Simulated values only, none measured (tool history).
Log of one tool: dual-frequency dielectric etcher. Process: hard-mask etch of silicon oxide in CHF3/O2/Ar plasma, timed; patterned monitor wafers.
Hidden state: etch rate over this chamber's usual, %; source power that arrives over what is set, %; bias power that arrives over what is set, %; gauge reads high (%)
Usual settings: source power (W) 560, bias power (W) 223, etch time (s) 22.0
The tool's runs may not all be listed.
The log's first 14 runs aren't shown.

| run | day | source power (W) | bias power (W) | etch time (s) | wafers since the last listed run | hours since the last wet clean | hours since the last source power generator calibration | hours since the last bias power generator calibration | hours since the last upper electrode change | hours since the gauge calibration | read-back reference wafer on the same gauge, depth_nm | mean etch depth across the wafer (angstrom) |
|---|---|---|---|---|---|---|---|---|---|---|---|---|
| 15 | 13.883 | 480 | 185 | 24.5 | 17 | 80.1 | 2177.3 | 3092.0 | 1.5 | 351.5 | 51.43 | 518.8 |
| 16 | 14.475 | 560 | 194 | 25.0 | 247 | 94.3 | 2191.5 | 3106.2 | 15.7 | 365.7 | 51.60 | 561.6 |
| 17 | 15.300 | 560 | 264 | 22.0 | 344 | 114.1 | 2211.3 | 3126.0 | 35.5 | 385.5 | 51.50 | 515.0 |
|  | 16.029 | bias power generator calibrated |
| 18 | 16.050 | 480 | 223 | 22.0 | 243 | 132.1 | 2229.3 | 0.5 | 53.5 | 403.5 | 51.45 | 478.2 |
| 19 | 16.575 | 560 | 223 | 18.5 | 219 | 144.7 | 2241.9 | 13.1 | 66.1 | 416.1 | 51.56 | 418.9 |
|  | 17.783 | source power generator calibrated |
| 20 | 17.804 | 560 | 223 | 28.0 | 443 | 174.2 | 0.5 | 42.6 | 95.6 | 445.6 | 51.41 | 636.3 |
| 21 | 18.358 | 560 | 223 | 24.5 | 231 | 187.5 | 13.8 | 55.9 | 108.9 | 458.9 | 51.55 | 548.8 |
|  | 18.933 | gauge calibrated |
| 22 | 19.300 | 560 | 212 | 22.0 | 393 | 210.1 | 36.4 | 78.5 | 131.5 | 8.8 | 51.49 | 493.2 |
| 23 | 19.842 | 670 | 241 | 26.0 | 226 | 223.1 | 49.4 | 91.5 | 144.5 | 21.8 | 51.52 | 619.4 |
| 24 | 20.675 | 510 | 203 | 22.0 | 348 | 243.1 | 69.4 | 111.5 | 164.5 | 41.8 | 51.45 | 474.4 |
| 25 | 22.033 | 560 | 238 | 26.0 | 567 | 275.7 | 102.0 | 144.1 | 197.1 | 74.4 | 51.46 | 591.8 |
| 26 | 23.158 | 560 | 184 | 18.0 | 469 | 302.7 | 129.0 | 171.1 | 224.1 | 101.4 | 51.37 | 391.7 |
| 27 | 24.529 | 510 | 223 | 22.0 | 572 | 335.6 | 161.9 | 204.0 | 257.0 | 134.3 | 51.61 | 475.8 |
| 28 | 25.421 | 500 | 223 | 22.0 | 372 | 357.0 | 183.3 | 225.4 | 278.4 | 155.7 | 51.40 | 471.5 |
| 29 | 26.375 | 560 | 223 | 22.0 | 398 | 379.9 | 206.2 | 248.3 | 301.3 | 178.6 | 51.45 | 491.3 |
| 30 | 27.338 | 480 | 197 | 27.0 | 402 | 403.0 | 229.3 | 271.4 | 324.4 | 201.7 | 51.63 | 559.5 |
| 31 | 28.838 | 560 | 223 | 27.5 | 626 | 439.0 | 265.3 | 307.4 | 360.4 | 237.7 | 51.57 | 606.2 |

Forecast each of these 3 alternatives for the next run:
| A | 28.854 | 630 | 223 | 22.0 | 6 | 439.4 | 265.7 | 307.8 | 360.8 | 238.1 | ? | ? |
| B | 28.854 | 610 | 223 | 22.0 | 6 | 439.4 | 265.7 | 307.8 | 360.8 | 238.1 | ? | ? |
| C | 28.854 | 560 | 174 | 17.0 | 6 | 439.4 | 265.7 | 307.8 | 360.8 | 238.1 | ? | ? |

| run | read-back reference wafer on the same gauge, depth_nm | mean etch depth across the wafer (angstrom) |
|---|---|---|
| A | 51.45 | 503.0 |
| B | 51.45 | 498.4 |
| C | 51.45 | 360.9 |
Without the tool's hidden state the same runs would have given:
| run | mean etch depth across the wafer (angstrom) |
|---|---|
| A | 522.3 |
| B | 517.4 |
| C | 374.8 |
